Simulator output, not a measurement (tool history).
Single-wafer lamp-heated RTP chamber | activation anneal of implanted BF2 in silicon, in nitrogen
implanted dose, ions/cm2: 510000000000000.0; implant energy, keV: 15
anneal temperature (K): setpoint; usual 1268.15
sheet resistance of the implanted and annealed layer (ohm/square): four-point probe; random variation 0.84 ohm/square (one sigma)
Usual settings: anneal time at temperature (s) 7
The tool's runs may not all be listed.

run	hour	anneal temperature (K)	anneal time at temperature (s)	wafers since the last listed run	wafers since the last pyrometer calibration	wafers since the reflector plate was cleaned	hours since the gauge calibration	read-back reference wafer on the same gauge, sheet resistance	sheet resistance of the implanted and annealed layer (ohm/square)
1	0.0	1268.15	9	0	875	509	598.8	309.98	289.29
2	12.9	1268.15	9	165	1040	675	611.7	310.07	287.10
3	27.5	1268.15	9	187	1228	863	626.3	309.69	289.00
4	56.2	1268.15	7	368	1597	1231	655.0	310.05	293.26
5	89.8	1258.15	7	431	2029	1663	688.6	310.06	305.00
6	123.1	1268.15	10	428	2457	2091	721.9	310.06	285.89
7	135.7	1268.15	10	161	2619	2253	734.5	310.14	285.14
8	148.0	1259.15	7	158	2777	2411	746.8	310.10	303.12
9	165.4	1259.15	7	223	3000	2635	764.2	309.98	302.94
# hour 183.9: pyrometer window cleaned and pyrometer calibrated
10	194.8	1268.15	7	275	140	2910	793.6	309.97	291.01
11	207.9	1268.15	7	168	308	3078	806.7	309.96	288.76
# hour 217.8: reflector plate cleaned
12	240.1	1268.15	7	311	619	286	838.9	310.06	287.94
13	261.9	1290.15	4	280	899	566	860.7	310.10	279.74
14	289.1	1290.15	4	349	1249	915	887.9	310.02	278.89
# hour 357.5: pyrometer window cleaned and pyrometer calibrated, repeated, since the last time left the tool worse
15	364.2	1268.15	5	862	86	1778	963.0	310.09	301.91
16	395.6	1244.15	8	403	489	2181	994.4	310.01	327.60
17	408.2	1268.15	7	161	651	2343	1007.0	309.99	294.09
18	424.7	1298.15	11	212	863	2555	1023.5	310.17	264.73
19	447.2	1260.15	5	289	1153	2845	1046.0	310.01	309.06
# hour 466.5: gauge calibrated
20	469.5	1281.15	4	286	1439	3131	3.0	310.13	291.41
21	491.9	1249.15	7	287	1727	3419	25.4	309.99	319.34
22	515.5	1258.15	7	303	2030	3722	49.0	309.85	303.59
# hour 532.4: reflector plate cleaned
23	541.7	1268.15	7	233	2264	119	75.2	309.98	291.63
# hour 605.7: pyrometer window cleaned and pyrometer calibrated
24	617.7	1268.15	7	874	154	993	151.2	309.97	295.03
25	644.1	1282.15	7	339	493	1332	177.6	310.10	279.69
26	668.1	1268.15	8	308	802	1641	201.6	310.02	290.75
27	682.7	1268.15	9	187	989	1828	216.2	310.16	288.77
28	698.4	1254.15	3	201	1191	2030	231.9	309.85	327.02
29	721.1	1268.15	8	291	1483	2322	254.6	310.02	289.96
30	748.5	1291.15	3	352	1835	2674	282.0	310.08	286.27
31	777.4	1251.15	11	371	2207	3046	310.9	309.97	303.72
32	804.6	1268.15	3	349	2556	3395	338.1	309.78	308.39
# hour 829.1: reflector plate cleaned
33	829.6	1268.15	7	218	2775	6	363.1	309.97	291.74
# hour 866.8: pyrometer window cleaned and pyrometer calibrated
34	867.3	1247.15	6	381	6	388	400.8	309.98	329.25
35	882.0	1289.15	3	188	195	577	415.5	310.13	292.04
36	914.5	1297.15	4	417	613	995	448.0	309.99	278.39
37	948.1	1255.15	7	431	1044	1426	481.6	310.13	308.91
38	969.8	1268.15	7	278	1323	1705	503.3	310.12	293.82

How the hidden state differs across the entries between the runs, from the last listed run before each to the first after it:
Between runs 9 and 10: pyrometer window cleaned and pyrometer calibrated (hour 183.9)
  true wafer temperature minus pyrometer reading, K: 3.42 -> 6.32
  measured less the result without the state, sheet resistance of the implanted and annealed layer (ohm/square): -4.75 -> -6.60
Between runs 11 and 12: reflector plate cleaned (hour 217.8)
  true wafer temperature minus pyrometer reading, K: 6.75 -> 7.58
  measured less the result without the state, sheet resistance of the implanted and annealed layer (ohm/square): -6.98 -> -7.75
Between runs 14 and 15: pyrometer window cleaned and pyrometer calibrated, repeated, since the last time left the tool worse (hour 357.5)
  true wafer temperature minus pyrometer reading, K: 8.36 -> 0.285
  measured less the result without the state, sheet resistance of the implanted and annealed layer (ohm/square): -6.42 -> -0.33
Between runs 19 and 20: gauge calibrated (hour 466.5)
  true wafer temperature minus pyrometer reading, K: 2.28 -> 2.56
  measured less the result without the state, sheet resistance of the implanted and annealed layer (ohm/square): -3.08 -> -2.36
Between runs 22 and 23: reflector plate cleaned (hour 532.4)
  true wafer temperature minus pyrometer reading, K: 2.94 -> 3.08
  measured less the result without the state, sheet resistance of the implanted and annealed layer (ohm/square): -4.19 -> -3.33
Between runs 23 and 24: pyrometer window cleaned and pyrometer calibrated (hour 605.7)
  true wafer temperature minus pyrometer reading, K: 3.08 -> 0.817
  measured less the result without the state, sheet resistance of the implanted and annealed layer (ohm/square): -3.33 -> -0.91
Between runs 32 and 33: reflector plate cleaned (hour 829.1)
  true wafer temperature minus pyrometer reading, K: 3.48 -> 3.57
  measured less the result without the state, sheet resistance of the implanted and annealed layer (ohm/square): -4.00 -> -3.84
Between runs 33 and 34: pyrometer window cleaned and pyrometer calibrated (hour 866.8)
  true wafer temperature minus pyrometer reading, K: 3.57 -> 0.302
  measured less the result without the state, sheet resistance of the implanted and annealed layer (ohm/square): -3.84 -> -0.54
